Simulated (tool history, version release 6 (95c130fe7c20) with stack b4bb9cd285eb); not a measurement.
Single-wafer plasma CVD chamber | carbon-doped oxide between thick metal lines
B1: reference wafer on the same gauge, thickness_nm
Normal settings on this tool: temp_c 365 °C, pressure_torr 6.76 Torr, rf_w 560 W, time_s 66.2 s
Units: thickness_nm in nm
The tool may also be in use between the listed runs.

run 1 hour=0.0 | temp_c=365 pressure_torr=6.76 rf_w=560 time_s=66.2 | B1=390.000 | thickness_nm=312.709
-- hour=21.9 capacitance manometer re-zeroed and calibrated
run 2 hour=33.1 | temp_c=365 pressure_torr=6.76 rf_w=560 time_s=66.2 | B1=389.673 | thickness_nm=311.288
run 3 hour=68.3 | temp_c=365 pressure_torr=6.76 rf_w=560 time_s=66.2 | B1=389.897 | thickness_nm=311.186
-- hour=91.6 showerhead replaced
run 4 hour=92.1 | temp_c=365 pressure_torr=6.76 rf_w=560 time_s=66.2 | B1=389.578 | thickness_nm=309.213
run 5 hour=112.8 | temp_c=365 pressure_torr=6.76 rf_w=560 time_s=66.2 | B1=389.990 | thickness_nm=311.049
run 6 hour=146.2 | temp_c=365 pressure_torr=5.64 rf_w=560 time_s=66.2 | B1=390.530 | thickness_nm=307.053
run 7 hour=165.2 | temp_c=365 pressure_torr=6.76 rf_w=480 time_s=66.2 | B1=389.954 | thickness_nm=282.515
-- hour=169.0 gauge calibrated
-- hour=189.1 thermocouple changed; heater temperature recalibrated
-- hour=194.0 RF generator calibrated, repeated, since the last time left the tool worse
run 8 hour=199.8 | temp_c=365 pressure_torr=6.76 rf_w=560 time_s=66.2 | B1=390.290 | thickness_nm=329.644
run 9 hour=233.8 | temp_c=365 pressure_torr=7.24 rf_w=560 time_s=75.8 | B1=390.103 | thickness_nm=378.909
run 10 hour=265.8 | temp_c=365 pressure_torr=6.76 rf_w=560 time_s=66.2 | B1=390.509 | thickness_nm=330.262
run 11 hour=281.2 | temp_c=365 pressure_torr=6.76 rf_w=560 time_s=66.2 | B1=389.683 | thickness_nm=327.976
run 12 hour=303.5 | temp_c=351 pressure_torr=6.76 rf_w=560 time_s=73.4 | B1=390.087 | thickness_nm=378.904
run 13 hour=381.8 | temp_c=378 pressure_torr=7.93 rf_w=475 time_s=76.1 | B1=390.093 | thickness_nm=337.099
run 14 hour=398.0 | temp_c=365 pressure_torr=6.76 rf_w=560 time_s=66.2 | B1=389.993 | thickness_nm=331.096
run 15 hour=412.2 | temp_c=355 pressure_torr=6.76 rf_w=560 time_s=66.2 | B1=389.741 | thickness_nm=335.947
run 16 hour=433.5 | temp_c=372 pressure_torr=6.76 rf_w=670 time_s=66.2 | B1=389.990 | thickness_nm=358.112
run 17 hour=450.3 | temp_c=365 pressure_torr=8.22 rf_w=560 time_s=61.4 | B1=390.036 | thickness_nm=306.867
run 18 hour=463.2 | temp_c=365 pressure_torr=8.28 rf_w=560 time_s=66.2 | B1=389.999 | thickness_nm=330.283
run 19 hour=486.8 | temp_c=365 pressure_torr=7.61 rf_w=665 time_s=77.4 | B1=389.995 | thickness_nm=425.241
run 20 hour=499.1 | temp_c=365 pressure_torr=8.18 rf_w=650 time_s=74.6 | B1=390.082 | thickness_nm=404.151
run 21 hour=512.3 | temp_c=374 pressure_torr=6.76 rf_w=470 time_s=78.6 | B1=390.166 | thickness_nm=343.797
run 22 hour=616.2 | temp_c=371 pressure_torr=7.85 rf_w=515 time_s=54.7 | B1=389.833 | thickness_nm=255.648
run 23 hour=635.6 | temp_c=379 pressure_torr=8.02 rf_w=560 time_s=66.2 | B1=390.125 | thickness_nm=319.942
run 24 hour=651.7 | temp_c=365 pressure_torr=5.17 rf_w=560 time_s=73.7 | B1=389.998 | thickness_nm=357.307
run 25 hour=672.4 | temp_c=365 pressure_torr=8.18 rf_w=650 time_s=74.6 | B1=389.776 | thickness_nm=403.144
run 26 hour=695.4 | temp_c=379 pressure_torr=6.76 rf_w=560 time_s=66.2 | B1=389.717 | thickness_nm=318.959
run 27 hour=717.8 | temp_c=376 pressure_torr=5.67 rf_w=660 time_s=53.2 | B1=389.890 | thickness_nm=281.066
run 28 hour=774.2 | temp_c=365 pressure_torr=6.76 rf_w=485 time_s=58.7 | B1=389.684 | thickness_nm=265.501

4 options for the next run, each taken on its own from the tool as it stands now. Forecast them:
run A hour=774.6 | temp_c=365 pressure_torr=6.76 rf_w=560 time_s=53.2 | B1=? | thickness_nm=?
run B hour=774.6 | temp_c=365 pressure_torr=6.76 rf_w=590 time_s=55.6 | B1=? | thickness_nm=?
run C hour=774.6 | temp_c=378 pressure_torr=5.77 rf_w=670 time_s=78.8 | B1=? | thickness_nm=?
run D hour=774.6 | temp_c=350 pressure_torr=7.84 rf_w=560 time_s=66.2 | B1=? | thickness_nm=?

run=A B1=389.983 thickness_nm=264.256
run=B B1=389.983 thickness_nm=284.410
run=C B1=389.983 thickness_nm=418.051
run=D B1=389.983 thickness_nm=341.641
With no hidden state in the tool, these same runs would have given:
run=A thickness_nm=267.925
run=B thickness_nm=288.333
run=C thickness_nm=423.656
run=D thickness_nm=346.386
